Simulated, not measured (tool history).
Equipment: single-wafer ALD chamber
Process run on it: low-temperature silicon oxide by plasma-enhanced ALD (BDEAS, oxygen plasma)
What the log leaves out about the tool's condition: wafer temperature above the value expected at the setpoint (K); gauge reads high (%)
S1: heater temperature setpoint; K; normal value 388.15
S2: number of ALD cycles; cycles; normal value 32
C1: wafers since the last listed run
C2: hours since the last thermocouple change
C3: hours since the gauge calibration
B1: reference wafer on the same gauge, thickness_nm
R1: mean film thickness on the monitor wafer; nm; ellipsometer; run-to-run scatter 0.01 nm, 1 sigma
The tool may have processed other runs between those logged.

{"run": 1, "hour": 0.0, "S1": 380.15, "S2": 32, "C1": 0, "C2": 304.9, "C3": 1331.3, "B1": 3.398, "R1": 4.164}
{"run": 2, "hour": 49.7, "S1": 388.15, "S2": 32, "C1": 581, "C2": 354.6, "C3": 1381, "B1": 3.399, "R1": 4.1}
{"run": 3, "hour": 85.8, "S1": 388.15, "S2": 32, "C1": 422, "C2": 390.7, "C3": 1417.1, "B1": 3.401, "R1": 4.083}
{"run": 4, "hour": 146.5, "S1": 388.15, "S2": 32, "C1": 709, "C2": 451.4, "C3": 1477.8, "B1": 3.399, "R1": 4.095}
{"run": 5, "hour": 179.7, "S1": 388.15, "S2": 32, "C1": 388, "C2": 484.6, "C3": 1511, "B1": 3.401, "R1": 4.083}
{"run": 6, "hour": 222.0, "S1": 388.15, "S2": 32, "C1": 494, "C2": 526.9, "C3": 1553.3, "B1": 3.401, "R1": 4.11}
{"run": 7, "hour": 287.0, "S1": 388.15, "S2": 32, "C1": 760, "C2": 591.9, "C3": 1618.3, "B1": 3.401, "R1": 4.097}
{"run": 8, "hour": 354.6, "S1": 388.15, "S2": 32, "C1": 790, "C2": 659.5, "C3": 1685.9, "B1": 3.399, "R1": 4.089}
{"run": 9, "hour": 400.8, "S1": 388.15, "S2": 32, "C1": 540, "C2": 705.7, "C3": 1732.1, "B1": 3.401, "R1": 4.111}
{"run": 10, "hour": 443.3, "S1": 388.15, "S2": 32, "C1": 497, "C2": 748.2, "C3": 1774.6, "B1": 3.399, "R1": 4.11}
{"run": 11, "hour": 511.8, "S1": 388.15, "S2": 32, "C1": 801, "C2": 816.7, "C3": 1843.1, "B1": 3.401, "R1": 4.07}
{"run": 12, "hour": 553.7, "S1": 384.15, "S2": 35, "C1": 490, "C2": 858.6, "C3": 1885, "B1": 3.398, "R1": 4.517}
{"run": 13, "hour": 586.3, "S1": 384.15, "S2": 35, "C1": 381, "C2": 891.2, "C3": 1917.6, "B1": 3.401, "R1": 4.487}
{"run": 14, "hour": 623.6, "S1": 382.15, "S2": 30, "C1": 436, "C2": 928.5, "C3": 1954.9, "B1": 3.4, "R1": 3.855}
{"run": 15, "hour": 660.8, "S1": 382.15, "S2": 30, "C1": 435, "C2": 965.7, "C3": 1992.1, "B1": 3.398, "R1": 3.884}
{"run": 16, "hour": 723.2, "S1": 382.15, "S2": 30, "C1": 729, "C2": 1028.1, "C3": 2054.5, "B1": 3.397, "R1": 3.845}
{"hour": 745.3, "done": "thermocouple changed; heater temperature recalibrated"}
{"run": 17, "hour": 782.8, "S1": 388.15, "S2": 32, "C1": 603, "C2": 37.5, "C3": 2114.1, "B1": 3.401, "R1": 4.128}
{"run": 18, "hour": 808.1, "S1": 388.15, "S2": 32, "C1": 295, "C2": 62.8, "C3": 2139.4, "B1": 3.402, "R1": 4.104}
{"run": 19, "hour": 834.0, "S1": 388.15, "S2": 32, "C1": 302, "C2": 88.7, "C3": 2165.3, "B1": 3.402, "R1": 4.128}
{"run": 20, "hour": 866.0, "S1": 388.15, "S2": 32, "C1": 374, "C2": 120.7, "C3": 2197.3, "B1": 3.402, "R1": 4.127}
{"run": 21, "hour": 932.8, "S1": 388.15, "S2": 32, "C1": 781, "C2": 187.5, "C3": 2264.1, "B1": 3.401, "R1": 4.099}
{"run": 22, "hour": 982.5, "S1": 399.15, "S2": 36, "C1": 581, "C2": 237.2, "C3": 2313.8, "B1": 3.397, "R1": 4.54}
{"run": 23, "hour": 1046.8, "S1": 375.15, "S2": 26, "C1": 752, "C2": 301.5, "C3": 2378.1, "B1": 3.401, "R1": 3.402}
{"run": 24, "hour": 1109.1, "S1": 388.15, "S2": 34, "C1": 728, "C2": 363.8, "C3": 2440.4, "B1": 3.399, "R1": 4.347}
{"run": 25, "hour": 1154.0, "S1": 388.15, "S2": 34, "C1": 525, "C2": 408.7, "C3": 2485.3, "B1": 3.397, "R1": 4.358}
{"hour": 1232.6, "done": "gauge calibrated"}
{"run": 26, "hour": 1329.3, "S1": 381.15, "S2": 34, "C1": 2050, "C2": 584, "C3": 96.7, "B1": 3.4, "R1": 4.397}
{"run": 27, "hour": 1379.7, "S1": 399.15, "S2": 36, "C1": 589, "C2": 634.4, "C3": 147.1, "B1": 3.399, "R1": 4.539}
{"run": 28, "hour": 1440.4, "S1": 388.15, "S2": 32, "C1": 709, "C2": 695.1, "C3": 207.8, "B1": 3.398, "R1": 4.105}
{"run": 29, "hour": 1472.6, "S1": 388.15, "S2": 32, "C1": 376, "C2": 727.3, "C3": 240, "B1": 3.399, "R1": 4.108}
{"run": 30, "hour": 1528.8, "S1": 388.15, "S2": 32, "C1": 657, "C2": 783.5, "C3": 296.2, "B1": 3.399, "R1": 4.086}
{"run": 31, "hour": 1584.1, "S1": 388.15, "S2": 32, "C1": 646, "C2": 838.8, "C3": 351.5, "B1": 3.402, "R1": 4.084}
{"run": 32, "hour": 1619.8, "S1": 395.15, "S2": 26, "C1": 417, "C2": 874.5, "C3": 387.2, "B1": 3.398, "R1": 3.295}
{"hour": 1651.6, "done": "thermocouple changed; heater temperature recalibrated"}
{"run": 33, "hour": 1669.7, "S1": 378.15, "S2": 38, "C1": 490, "C2": 18.1, "C3": 437.1, "B1": 3.399, "R1": 4.967}
{"run": 34, "hour": 1703.8, "S1": 388.15, "S2": 27, "C1": 398, "C2": 52.2, "C3": 471.2, "B1": 3.403, "R1": 3.486}
{"run": 35, "hour": 1760.8, "S1": 400.15, "S2": 32, "C1": 666, "C2": 109.2, "C3": 528.2, "B1": 3.4, "R1": 4.039}
{"run": 36, "hour": 1829.0, "S1": 388.15, "S2": 36, "C1": 797, "C2": 177.4, "C3": 596.4, "B1": 3.401, "R1": 4.636}
{"run": 37, "hour": 1854.4, "S1": 398.15, "S2": 37, "C1": 297, "C2": 202.8, "C3": 621.8, "B1": 3.398, "R1": 4.686}
{"run": 38, "hour": 1893.0, "S1": 388.15, "S2": 32, "C1": 451, "C2": 241.4, "C3": 660.4, "B1": 3.399, "R1": 4.13}
{"run": 39, "hour": 1945.1, "S1": 388.15, "S2": 32, "C1": 609, "C2": 293.5, "C3": 712.5, "B1": 3.399, "R1": 4.113}
{"run": 40, "hour": 2122.6, "S1": 400.15, "S2": 38, "C1": 2076, "C2": 471, "C3": 890, "B1": 3.402, "R1": 4.776}
{"run": 41, "hour": 2151.6, "S1": 403.15, "S2": 32, "C1": 339, "C2": 500, "C3": 919, "B1": 3.399, "R1": 4.002}
{"run": 42, "hour": 2178.8, "S1": 401.15, "S2": 37, "C1": 318, "C2": 527.2, "C3": 946.2, "B1": 3.399, "R1": 4.655}

Consider 5 possible next runs. They are alternatives, not a sequence: every one starts from the tool as it was left by run 42. What does each give?
{"run": "A", "hour": 2179.3, "S1": 388.15, "S2": 32, "C1": 5, "C2": 527.7, "C3": 946.7, "B1": "?", "R1": "?"}
{"run": "B", "hour": 2179.3, "S1": 399.15, "S2": 27, "C1": 5, "C2": 527.7, "C3": 946.7, "B1": "?", "R1": "?"}
{"run": "C", "hour": 2179.3, "S1": 394.15, "S2": 36, "C1": 5, "C2": 527.7, "C3": 946.7, "B1": "?", "R1": "?"}
{"run": "D", "hour": 2179.3, "S1": 395.15, "S2": 36, "C1": 5, "C2": 527.7, "C3": 946.7, "B1": "?", "R1": "?"}
{"run": "E", "hour": 2179.3, "S1": 400.15, "S2": 37, "C1": 5, "C2": 527.7, "C3": 946.7, "B1": "?", "R1": "?"}

run=A B1=3.399 R1=4.087
run=B B1=3.399 R1=3.386
run=C B1=3.399 R1=4.553
run=D B1=3.399 R1=4.546
run=E B1=3.399 R1=4.633
Had the tool no hidden state, the same runs would have come out as:
run=A R1=4.116
run=B R1=3.41
run=C R1=4.585
run=D R1=4.577
run=E R1=4.666
